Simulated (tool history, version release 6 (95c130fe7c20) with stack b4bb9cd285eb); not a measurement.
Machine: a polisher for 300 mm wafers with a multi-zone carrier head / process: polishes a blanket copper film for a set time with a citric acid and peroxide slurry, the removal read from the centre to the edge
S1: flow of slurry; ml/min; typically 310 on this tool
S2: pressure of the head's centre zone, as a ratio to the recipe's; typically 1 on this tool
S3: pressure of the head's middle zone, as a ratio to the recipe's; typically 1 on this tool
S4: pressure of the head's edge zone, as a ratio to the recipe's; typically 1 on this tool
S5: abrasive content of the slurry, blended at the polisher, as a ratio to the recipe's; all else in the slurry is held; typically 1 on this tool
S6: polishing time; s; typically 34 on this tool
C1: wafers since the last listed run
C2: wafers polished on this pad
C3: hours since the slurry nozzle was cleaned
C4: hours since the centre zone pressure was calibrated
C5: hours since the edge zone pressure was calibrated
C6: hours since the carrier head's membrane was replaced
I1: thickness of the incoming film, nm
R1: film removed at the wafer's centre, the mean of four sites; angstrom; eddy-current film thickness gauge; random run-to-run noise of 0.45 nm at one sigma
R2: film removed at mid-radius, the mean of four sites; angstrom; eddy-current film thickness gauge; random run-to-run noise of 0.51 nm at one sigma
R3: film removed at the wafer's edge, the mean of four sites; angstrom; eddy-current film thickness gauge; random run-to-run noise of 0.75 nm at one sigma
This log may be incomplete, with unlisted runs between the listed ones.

Run 1, hour 0: usual settings; C1 0; C2 700; C3 688.8; C4 30.7; C5 531.4; C6 1614; I1 540.4. Result: R1 538 angstrom, R2 538 angstrom, R3 540 angstrom.
At hour 5.9: carrier head's membrane replaced by a new one.
Run 2, hour 10.8: usual settings; C1 71; C2 771; C3 699.6; C4 41.5; C5 542.2; C6 4.9; I1 541.5. Result: R1 540 angstrom, R2 536 angstrom, R3 537 angstrom.
At hour 22.4: worn pad replaced by a new one.
Run 3, hour 22.7: usual settings; C1 96; C2 3; C3 711.5; C4 53.4; C5 554.1; C6 16.8; I1 532.5. Result: R1 545 angstrom, R2 534 angstrom, R3 543 angstrom.
Run 4, hour 30.5: usual settings but S3 0.9; C1 95; C2 99; C3 719.3; C4 61.2; C5 561.9; C6 24.6; I1 541.9. Result: R1 550 angstrom, R2 497 angstrom, R3 526 angstrom.
Run 5, hour 44.1: usual settings but S3 1.07, S5 1.2; C1 166; C2 265; C3 732.9; C4 74.8; C5 575.5; C6 38.2; I1 543.6. Result: R1 559 angstrom, R2 589 angstrom, R3 540 angstrom.
Run 6, hour 51: usual settings but S5 0.85, S6 46 s; C1 84; C2 350; C3 739.8; C4 81.7; C5 582.4; C6 45.1; I1 540.9. Result: R1 696 angstrom, R2 693 angstrom, R3 695 angstrom.
Run 7, hour 67.8: usual settings but S1 265 ml/min, S3 1.04, S6 25 s; C1 205; C2 556; C3 756.6; C4 98.5; C5 599.2; C6 61.9; I1 543.6. Result: R1 386 angstrom, R2 398 angstrom, R3 381 angstrom.
Run 8, hour 83.2: usual settings but S6 30 s; C1 188; C2 744; C3 772; C4 113.9; C5 614.6; C6 77.3; I1 546.6. Result: R1 476 angstrom, R2 479 angstrom, R3 474 angstrom.
Run 9, hour 99.9: usual settings; C1 204; C2 949; C3 788.7; C4 130.6; C5 631.3; C6 94; I1 541.1. Result: R1 539 angstrom, R2 530 angstrom, R3 535 angstrom.
At hour 108.8: slurry nozzle cleaned.
At hour 125.4: worn pad replaced by a new one.
Run 10, hour 129.5: usual settings but S1 355 ml/min, S5 1.25, S6 38 s; C1 301; C2 49; C3 20.7; C4 160.2; C5 660.9; C6 123.6; I1 541.8. Result: R1 671 angstrom, R2 655 angstrom, R3 633 angstrom.
Run 11, hour 138.5: usual settings; C1 110; C2 160; C3 29.7; C4 169.2; C5 669.9; C6 132.6; I1 542.1. Result: R1 564 angstrom, R2 558 angstrom, R3 532 angstrom.
Run 12, hour 146.1: usual settings but S3 1.06, S5 1.15, S6 42 s; C1 93; C2 253; C3 37.3; C4 176.8; C5 677.5; C6 140.2; I1 535.8. Result: R1 717 angstrom, R2 751 angstrom, R3 689 angstrom.
Run 13, hour 161.7: usual settings but S3 0.93, S4 1.11; C1 191; C2 444; C3 52.9; C4 192.4; C5 693.1; C6 155.8; I1 540.9. Result: R1 563 angstrom, R2 520 angstrom, R3 572 angstrom.
At hour 177.3: edge zone pressure recalibrated.
Run 14, hour 178.3: usual settings but S5 1.15; C1 178; C2 623; C3 69.5; C4 209; C5 1; C6 172.4; I1 537.3. Result: R1 582 angstrom, R2 574 angstrom, R3 560 angstrom.
Run 15, hour 187.1: usual settings; C1 107; C2 731; C3 78.3; C4 217.8; C5 9.8; C6 181.2; I1 545.5. Result: R1 563 angstrom, R2 559 angstrom, R3 564 angstrom.
Run 16, hour 197.2: usual settings but S1 350 ml/min; C1 123; C2 855; C3 88.4; C4 227.9; C5 19.9; C6 191.3; I1 539.2. Result: R1 569 angstrom, R2 558 angstrom, R3 557 angstrom.
Run 17, hour 206.5: usual settings but S1 205 ml/min, S3 1.05, S5 0.9, S6 42 s; C1 113; C2 968; C3 97.7; C4 237.2; C5 29.2; C6 200.6; I1 543.1. Result: R1 656 angstrom, R2 674 angstrom, R3 648 angstrom.
Run 18, hour 221.2: usual settings but S4 0.89; C1 180; C2 1149; C3 112.4; C4 251.9; C5 43.9; C6 215.3; I1 535.9. Result: R1 560 angstrom, R2 557 angstrom, R3 524 angstrom.
At hour 230: worn pad replaced by a new one.
Run 19, hour 239.1: usual settings but S3 1.07; C1 170; C2 111; C3 130.3; C4 269.8; C5 61.8; C6 233.2; I1 543.9. Result: R1 556 angstrom, R2 581 angstrom, R3 538 angstrom.
Run 20, hour 252: usual settings but S6 24 s; C1 158; C2 269; C3 143.2; C4 282.7; C5 74.7; C6 246.1; I1 545. Result: R1 394 angstrom, R2 387 angstrom, R3 395 angstrom.
Run 21, hour 258.1: usual settings but S3 1.07; C1 74; C2 344; C3 149.3; C4 288.8; C5 80.8; C6 252.2; I1 539.3. Result: R1 569 angstrom, R2 592 angstrom, R3 531 angstrom.
Run 22, hour 275.7: usual settings but S3 0.95; C1 215; C2 559; C3 166.9; C4 306.4; C5 98.4; C6 269.8; I1 533.7. Result: R1 564 angstrom, R2 528 angstrom, R3 542 angstrom.

For some of the steps in R1 from one run to the next: how much would appear even if the tool had no hidden state, given the settings, what came in and random variation, and how much remains for the hidden state plus any gauge scatter that the measured result and the result without hidden state don't share?
What the log doesn't record here: removal rate lost through wear of the pad, %; slurry flow missing at the pad, %; deviation of the centre zone's pressure from its setpoint, %; deviation of the edge zone's pressure from its setpoint, %.
Run 6 -> 7: S1 310 -> 265, S3 1 -> 1.04, S5 0.85 -> 1, S6 46 -> 25. R1 -310 angstrom: hidden state +11, all else -321.
Run 9 -> 10: S1 310 -> 355, S5 1 -> 1.25, S6 34 -> 38, slurry nozzle cleaned, worn pad replaced by a new one. R1 +132 angstrom: hidden state +32, all else +100.
Run 20 -> 21: S3 1 -> 1.07, S6 24 -> 34. R1 +175 angstrom: hidden state -1, all else +176.

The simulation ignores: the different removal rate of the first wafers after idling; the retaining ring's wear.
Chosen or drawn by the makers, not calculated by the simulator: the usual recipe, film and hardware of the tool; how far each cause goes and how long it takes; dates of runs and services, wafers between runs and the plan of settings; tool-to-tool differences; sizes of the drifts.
